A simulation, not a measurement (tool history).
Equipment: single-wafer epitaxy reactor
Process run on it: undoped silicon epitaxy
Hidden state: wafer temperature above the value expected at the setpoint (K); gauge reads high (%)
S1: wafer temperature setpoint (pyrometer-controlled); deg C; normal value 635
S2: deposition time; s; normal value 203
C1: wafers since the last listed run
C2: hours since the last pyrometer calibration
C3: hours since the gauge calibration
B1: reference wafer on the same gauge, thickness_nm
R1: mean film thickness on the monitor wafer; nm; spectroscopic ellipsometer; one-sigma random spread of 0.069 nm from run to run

run    hour   S1   S2    C1      C2      C3      B1      R1
  1       0  635  203     0  1068.1     185  26.009  27.847
  2     299  635  203  3142  1367.1     484  26.001  27.834
  3   388.4  635  203   939  1456.5   573.4  26.009  27.813
  4   640.3  635  203  2647  1708.4   825.3  26.005  27.867
  5   727.6  635  203   917  1795.7   912.6  25.988  27.732
      789.4  -- pyrometer calibrated
  6   803.7  635  203   715    14.3   988.7  25.975  27.682
  7   880.6  635  203   808    91.2  1065.6  26.001  27.746
  8   940.9  635  203   633   151.5  1125.9  25.997  27.717
  9  1018.6  635  203   816   229.2  1203.6  25.989  27.769
 10  1079.9  635  203   644   290.5  1264.9  26.006  27.758
     1141.3  -- gauge calibrated
 11  1154.1  635  203   779   364.7    12.8  25.988   27.79
 12  1200.5  635  203   487   411.1    59.2  26.009  27.823
 13  1253.3  627  203   555   463.9     112  26.003  23.625
 14  1408.3  624  203  1629   618.9     267  26.018   22.23
 15  1502.6  629  214   991   713.2   361.3  26.011  25.995
 16  1587.8  635  203   895   798.4   446.5  26.012  27.919
 17  1688.5  643  216  1058   899.1   547.2  26.001  34.635
 18  1783.8  635  203  1001   994.4   642.5  25.976  27.814
 19    1883  628  203  1042  1093.6   741.7   26.01  24.177
 20  1920.5  635  203   394  1131.1   779.2  26.013  27.859
 21  2239.8  643  203  3356  1450.4  1098.5  26.006  32.584
     2305.6  -- gauge calibrated
 22  2305.7  635  223   692  1516.3     0.1  26.008  30.527

What differs in the tool's unlogged condition from the final listed run ahead of each entry between runs to the first listed run following it?
Runs 5 to 6: pyrometer calibrated (hour 789.4)
  both runs share identical hidden conditions
Runs 10 to 11: gauge calibrated (hour 1141.3)
  both runs share identical hidden conditions
Runs 21 to 22: gauge calibrated (hour 2305.6)
  both runs share identical hidden conditions
